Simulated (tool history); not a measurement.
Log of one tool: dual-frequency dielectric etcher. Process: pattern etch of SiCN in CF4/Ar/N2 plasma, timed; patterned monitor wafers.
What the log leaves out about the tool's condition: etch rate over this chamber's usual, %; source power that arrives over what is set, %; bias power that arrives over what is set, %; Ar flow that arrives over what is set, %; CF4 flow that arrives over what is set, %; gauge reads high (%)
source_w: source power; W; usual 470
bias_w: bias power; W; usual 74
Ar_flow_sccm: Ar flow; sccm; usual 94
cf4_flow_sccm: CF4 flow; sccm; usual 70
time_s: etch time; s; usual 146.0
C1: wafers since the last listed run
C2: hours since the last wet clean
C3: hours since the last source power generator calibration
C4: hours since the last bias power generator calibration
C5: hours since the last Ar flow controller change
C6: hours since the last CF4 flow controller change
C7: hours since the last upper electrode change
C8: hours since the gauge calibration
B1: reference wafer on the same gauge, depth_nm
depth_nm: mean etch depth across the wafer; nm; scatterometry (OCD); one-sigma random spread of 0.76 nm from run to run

{"run": 1, "hour": 0.0, "source_w": 470, "bias_w": 74, "Ar_flow_sccm": 94, "cf4_flow_sccm": 70, "time_s": 146.0, "C1": 0, "C2": 79.5, "C3": 4977.7, "C4": 1464.0, "C5": 5338.2, "C6": 4551.7, "C7": 788.6, "C8": 3561.4, "B1": 150.3, "depth_nm": 138.6}
{"hour": 24.1, "done": "source power generator calibrated"}
{"run": 2, "hour": 98.6, "source_w": 470, "bias_w": 74, "Ar_flow_sccm": 94, "cf4_flow_sccm": 70, "time_s": 146.0, "C1": 1012, "C2": 178.1, "C3": 74.5, "C4": 1562.6, "C5": 5436.8, "C6": 4650.3, "C7": 887.2, "C8": 3660.0, "B1": 149.8, "depth_nm": 137.6}
{"hour": 142.3, "done": "Ar flow controller replaced"}
{"hour": 143.1, "done": "CF4 flow controller replaced"}
{"run": 3, "hour": 144.2, "source_w": 470, "bias_w": 84, "Ar_flow_sccm": 94, "cf4_flow_sccm": 58, "time_s": 175.5, "C1": 415, "C2": 223.7, "C3": 120.1, "C4": 1608.2, "C5": 1.9, "C6": 1.1, "C7": 932.8, "C8": 3705.6, "B1": 149.8, "depth_nm": 166.1}
{"run": 4, "hour": 237.1, "source_w": 380, "bias_w": 74, "Ar_flow_sccm": 88, "cf4_flow_sccm": 55, "time_s": 178.5, "C1": 993, "C2": 316.6, "C3": 213.0, "C4": 1701.1, "C5": 94.8, "C6": 94.0, "C7": 1025.7, "C8": 3798.5, "B1": 150.1, "depth_nm": 128.4}
{"run": 5, "hour": 301.6, "source_w": 470, "bias_w": 74, "Ar_flow_sccm": 94, "cf4_flow_sccm": 70, "time_s": 146.0, "C1": 690, "C2": 381.1, "C3": 277.5, "C4": 1765.6, "C5": 159.3, "C6": 158.5, "C7": 1090.2, "C8": 3863.0, "B1": 150.2, "depth_nm": 139.3}
{"hour": 306.3, "done": "gauge calibrated"}
{"run": 6, "hour": 352.8, "source_w": 470, "bias_w": 83, "Ar_flow_sccm": 94, "cf4_flow_sccm": 87, "time_s": 146.0, "C1": 547, "C2": 432.3, "C3": 328.7, "C4": 1816.8, "C5": 210.5, "C6": 209.7, "C7": 1141.4, "C8": 46.5, "B1": 150.1, "depth_nm": 152.5}
{"run": 7, "hour": 427.8, "source_w": 470, "bias_w": 74, "Ar_flow_sccm": 94, "cf4_flow_sccm": 70, "time_s": 146.0, "C1": 802, "C2": 507.3, "C3": 403.7, "C4": 1891.8, "C5": 285.5, "C6": 284.7, "C7": 1216.4, "C8": 121.5, "B1": 150.0, "depth_nm": 138.3}
{"run": 8, "hour": 476.7, "source_w": 500, "bias_w": 74, "Ar_flow_sccm": 94, "cf4_flow_sccm": 62, "time_s": 146.0, "C1": 523, "C2": 556.2, "C3": 452.6, "C4": 1940.7, "C5": 334.4, "C6": 333.6, "C7": 1265.3, "C8": 170.4, "B1": 150.2, "depth_nm": 145.1}
{"hour": 490.4, "done": "bias power generator calibrated"}
{"run": 9, "hour": 514.3, "source_w": 500, "bias_w": 84, "Ar_flow_sccm": 94, "cf4_flow_sccm": 70, "time_s": 146.0, "C1": 359, "C2": 593.8, "C3": 490.2, "C4": 23.9, "C5": 372.0, "C6": 371.2, "C7": 1302.9, "C8": 208.0, "B1": 150.1, "depth_nm": 154.8}
{"run": 10, "hour": 563.2, "source_w": 470, "bias_w": 74, "Ar_flow_sccm": 81, "cf4_flow_sccm": 64, "time_s": 146.0, "C1": 523, "C2": 642.7, "C3": 539.1, "C4": 72.8, "C5": 420.9, "C6": 420.1, "C7": 1351.8, "C8": 256.9, "B1": 150.2, "depth_nm": 138.8}
{"hour": 686.6, "done": "wet clean of the chamber"}
{"run": 11, "hour": 733.1, "source_w": 470, "bias_w": 74, "Ar_flow_sccm": 94, "cf4_flow_sccm": 70, "time_s": 135.0, "C1": 1560, "C2": 46.5, "C3": 709.0, "C4": 242.7, "C5": 590.8, "C6": 590.0, "C7": 1521.7, "C8": 426.8, "B1": 150.0, "depth_nm": 127.2}
{"run": 12, "hour": 815.6, "source_w": 430, "bias_w": 61, "Ar_flow_sccm": 104, "cf4_flow_sccm": 66, "time_s": 146.0, "C1": 882, "C2": 129.0, "C3": 791.5, "C4": 325.2, "C5": 673.3, "C6": 672.5, "C7": 1604.2, "C8": 509.3, "B1": 150.1, "depth_nm": 113.5}
{"run": 13, "hour": 864.9, "source_w": 470, "bias_w": 74, "Ar_flow_sccm": 94, "cf4_flow_sccm": 70, "time_s": 146.0, "C1": 527, "C2": 178.3, "C3": 840.8, "C4": 374.5, "C5": 722.6, "C6": 721.8, "C7": 1653.5, "C8": 558.6, "B1": 149.9, "depth_nm": 139.0}
{"run": 14, "hour": 963.9, "source_w": 470, "bias_w": 74, "Ar_flow_sccm": 94, "cf4_flow_sccm": 70, "time_s": 146.0, "C1": 1059, "C2": 277.3, "C3": 939.8, "C4": 473.5, "C5": 821.6, "C6": 820.8, "C7": 1752.5, "C8": 657.6, "B1": 150.1, "depth_nm": 137.5}
{"run": 15, "hour": 1006.4, "source_w": 560, "bias_w": 87, "Ar_flow_sccm": 108, "cf4_flow_sccm": 70, "time_s": 168.0, "C1": 454, "C2": 319.8, "C3": 982.3, "C4": 516.0, "C5": 864.1, "C6": 863.3, "C7": 1795.0, "C8": 700.1, "B1": 149.9, "depth_nm": 199.6}
{"run": 16, "hour": 1055.0, "source_w": 470, "bias_w": 74, "Ar_flow_sccm": 94, "cf4_flow_sccm": 70, "time_s": 184.5, "C1": 519, "C2": 368.4, "C3": 1030.9, "C4": 564.6, "C5": 912.7, "C6": 911.9, "C7": 1843.6, "C8": 748.7, "B1": 150.0, "depth_nm": 176.3}
{"run": 17, "hour": 1161.1, "source_w": 420, "bias_w": 58, "Ar_flow_sccm": 112, "cf4_flow_sccm": 60, "time_s": 146.0, "C1": 1135, "C2": 474.5, "C3": 1137.0, "C4": 670.7, "C5": 1018.8, "C6": 1018.0, "C7": 1949.7, "C8": 854.8, "B1": 150.1, "depth_nm": 105.0}
{"run": 18, "hour": 1209.7, "source_w": 470, "bias_w": 57, "Ar_flow_sccm": 118, "cf4_flow_sccm": 62, "time_s": 146.0, "C1": 519, "C2": 523.1, "C3": 1185.6, "C4": 719.3, "C5": 1067.4, "C6": 1066.6, "C7": 1998.3, "C8": 903.4, "B1": 149.9, "depth_nm": 117.7}
{"run": 19, "hour": 1260.4, "source_w": 470, "bias_w": 74, "Ar_flow_sccm": 86, "cf4_flow_sccm": 70, "time_s": 174.5, "C1": 542, "C2": 573.8, "C3": 1236.3, "C4": 770.0, "C5": 1118.1, "C6": 1117.3, "C7": 2049.0, "C8": 954.1, "B1": 149.9, "depth_nm": 168.3}
{"hour": 1314.6, "done": "wet clean of the chamber"}
{"run": 20, "hour": 1315.1, "source_w": 470, "bias_w": 87, "Ar_flow_sccm": 94, "cf4_flow_sccm": 70, "time_s": 146.0, "C1": 328, "C2": 0.5, "C3": 1291.0, "C4": 824.7, "C5": 1172.8, "C6": 1172.0, "C7": 2103.7, "C8": 1008.8, "B1": 149.9, "depth_nm": 146.6}

Branching from run 20: 5 alternative next runs. What would each branch give?
{"run": "A", "hour": 1315.6, "source_w": 470, "bias_w": 74, "Ar_flow_sccm": 94, "cf4_flow_sccm": 70, "time_s": 146.0, "C1": 5, "C2": 1.0, "C3": 1291.5, "C4": 825.2, "C5": 1173.3, "C6": 1172.5, "C7": 2104.2, "C8": 1009.3, "B1": "?", "depth_nm": "?"}
{"run": "B", "hour": 1315.6, "source_w": 590, "bias_w": 92, "Ar_flow_sccm": 94, "cf4_flow_sccm": 70, "time_s": 146.0, "C1": 5, "C2": 1.0, "C3": 1291.5, "C4": 825.2, "C5": 1173.3, "C6": 1172.5, "C7": 2104.2, "C8": 1009.3, "B1": "?", "depth_nm": "?"}
{"run": "C", "hour": 1315.6, "source_w": 540, "bias_w": 74, "Ar_flow_sccm": 74, "cf4_flow_sccm": 70, "time_s": 146.0, "C1": 5, "C2": 1.0, "C3": 1291.5, "C4": 825.2, "C5": 1173.3, "C6": 1172.5, "C7": 2104.2, "C8": 1009.3, "B1": "?", "depth_nm": "?"}
{"run": "D", "hour": 1315.6, "source_w": 470, "bias_w": 83, "Ar_flow_sccm": 107, "cf4_flow_sccm": 70, "time_s": 146.0, "C1": 5, "C2": 1.0, "C3": 1291.5, "C4": 825.2, "C5": 1173.3, "C6": 1172.5, "C7": 2104.2, "C8": 1009.3, "B1": "?", "depth_nm": "?"}
{"run": "E", "hour": 1315.6, "source_w": 530, "bias_w": 74, "Ar_flow_sccm": 94, "cf4_flow_sccm": 70, "time_s": 164.0, "C1": 5, "C2": 1.0, "C3": 1291.5, "C4": 825.2, "C5": 1173.3, "C6": 1172.5, "C7": 2104.2, "C8": 1009.3, "B1": "?", "depth_nm": "?"}

run=A B1=150.0 depth_nm=138.1
run=B B1=150.0 depth_nm=189.3
run=C B1=150.0 depth_nm=164.6
run=D B1=150.0 depth_nm=141.7
run=E B1=150.0 depth_nm=176.0
Stripped of hidden state, with their random variation kept, the same runs would have yielded:
run=A depth_nm=138.1
run=B depth_nm=189.3
run=C depth_nm=164.6
run=D depth_nm=141.7
run=E depth_nm=176.0
